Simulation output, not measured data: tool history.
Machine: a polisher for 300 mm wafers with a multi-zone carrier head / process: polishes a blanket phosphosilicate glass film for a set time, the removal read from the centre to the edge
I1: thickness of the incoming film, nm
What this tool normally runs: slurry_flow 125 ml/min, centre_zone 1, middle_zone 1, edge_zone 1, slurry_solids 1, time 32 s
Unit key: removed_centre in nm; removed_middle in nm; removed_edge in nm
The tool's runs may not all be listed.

Run 1, hour 0: usual settings; I1 3339.1. Result: removed_centre 310.1 nm, removed_middle 330.6 nm, removed_edge 323.8 nm.
Run 2, hour 37.3: usual settings but slurry_flow 100 ml/min, time 39 s; I1 3254.3. Result: removed_centre 362.4 nm, removed_middle 378 nm, removed_edge 389.3 nm.
Run 3, hour 71.9: usual settings but slurry_flow 100 ml/min, time 39 s; I1 3309.6. Result: removed_centre 365.5 nm, removed_middle 378.4 nm, removed_edge 391.2 nm.
Run 4, hour 92.9: usual settings but slurry_flow 100 ml/min, time 39 s; I1 3307.8. Result: removed_centre 360.2 nm, removed_middle 378.8 nm, removed_edge 385.3 nm.
At hour 102.5: worn pad replaced by a new one.
Run 5, hour 122.9: usual settings; I1 3326.5. Result: removed_centre 312.3 nm, removed_middle 315.4 nm, removed_edge 316.9 nm.
Run 6, hour 155.2: usual settings but centre_zone 0.96; I1 3261.4. Result: removed_centre 294.4 nm, removed_middle 312 nm, removed_edge 320.9 nm.
At hour 171.8: edge zone pressure recalibrated.
Run 7, hour 181.1: usual settings but middle_zone 0.91, time 28 s; I1 3271.6. Result: removed_centre 269.4 nm, removed_middle 261.4 nm, removed_edge 283.4 nm.
Run 8, hour 201.6: usual settings but middle_zone 0.91, time 28 s; I1 3323.4. Result: removed_centre 267 nm, removed_middle 261.1 nm, removed_edge 284.9 nm.
At hour 217: worn pad replaced by a new one.
Run 9, hour 217.5: usual settings but middle_zone 0.91, time 28 s; I1 3293.7. Result: removed_centre 263.6 nm, removed_middle 257 nm, removed_edge 288.9 nm.
Run 10, hour 230.7: usual settings but middle_zone 0.91; I1 3339.6. Result: removed_centre 305.2 nm, removed_middle 299.6 nm, removed_edge 327.2 nm.
Run 11, hour 246.7: usual settings but centre_zone 1.05, slurry_solids 0.75; I1 3264.8. Result: removed_centre 302.9 nm, removed_middle 300.4 nm, removed_edge 304.1 nm.
Run 12, hour 262.8: usual settings but slurry_flow 140 ml/min, centre_zone 1.04, middle_zone 0.96, slurry_solids 0.75; I1 3283.9. Result: removed_centre 308.9 nm, removed_middle 297.3 nm, removed_edge 306.7 nm.
Run 13, hour 284.9: usual settings but slurry_flow 165 ml/min, centre_zone 0.95, edge_zone 1.12; I1 3302.1. Result: removed_centre 307.9 nm, removed_middle 330.3 nm, removed_edge 350.9 nm.
At hour 301.7: slurry nozzle cleaned.
Run 14, hour 311.9: usual settings but slurry_flow 90 ml/min, middle_zone 1.06; I1 3315.7. Result: removed_centre 315.1 nm, removed_middle 327.9 nm, removed_edge 321.9 nm.
At hour 315.3: centre zone pressure recalibrated.
At hour 329.7: worn pad replaced by a new one.
Run 15, hour 336: usual settings but slurry_flow 105 ml/min, edge_zone 0.93, slurry_solids 0.9, time 41 s; I1 3294.8. Result: removed_centre 402.6 nm, removed_middle 409.3 nm, removed_edge 398.2 nm.
Run 16, hour 365.6: usual settings but slurry_flow 170 ml/min, slurry_solids 1.15; I1 3306.9. Result: removed_centre 354.4 nm, removed_middle 355.8 nm, removed_edge 353.1 nm.
At hour 443.7: carrier head's membrane replaced by a new one.
At hour 448.4: worn pad replaced by a new one.
Run 17, hour 448.9: usual settings but centre_zone 1.03, time 24 s; I1 3296.1. Result: removed_centre 247.1 nm, removed_middle 242.7 nm, removed_edge 252.2 nm.
Run 18, hour 463.8: usual settings but centre_zone 1.05, slurry_solids 0.75; I1 3357.8. Result: removed_centre 313.5 nm, removed_middle 313.4 nm, removed_edge 315.3 nm.
Run 19, hour 498.9: usual settings but centre_zone 0.93, time 29 s; I1 3261.8. Result: removed_centre 265.8 nm, removed_middle 291.5 nm, removed_edge 291.6 nm.
Run 20, hour 527.6: usual settings but centre_zone 1.05, slurry_solids 0.75; I1 3269. Result: removed_centre 303 nm, removed_middle 299 nm, removed_edge 306 nm.
At hour 562.1: worn pad replaced by a new one.
Run 21, hour 562.6: usual settings but slurry_flow 90 ml/min, edge_zone 1.05; I1 3348.4. Result: removed_centre 292.9 nm, removed_middle 294 nm, removed_edge 319.2 nm.

Exercise: give the hidden state of the tool at every run:
removal rate lost through wear of the pad, %: 0 on each run
deviation of the centre zone's pressure from its setpoint, %: 0 on each run
deviation of the edge zone's pressure from its setpoint, %: 0 on each run
H1: slurry flow missing at the pad, %
run    H1
  1    31
  2  33.4
  3  35.3
  4  36.2
  5  37.4
  6  38.4
  7  39.1
  8  39.6
  9  39.9
 10  40.2
 11  40.4
 12  40.7
 13    41
 14  5.67
 15  10.7
 16    16
 17  26.8
 18  28.2
 19    31
 20  32.9
 21  34.9
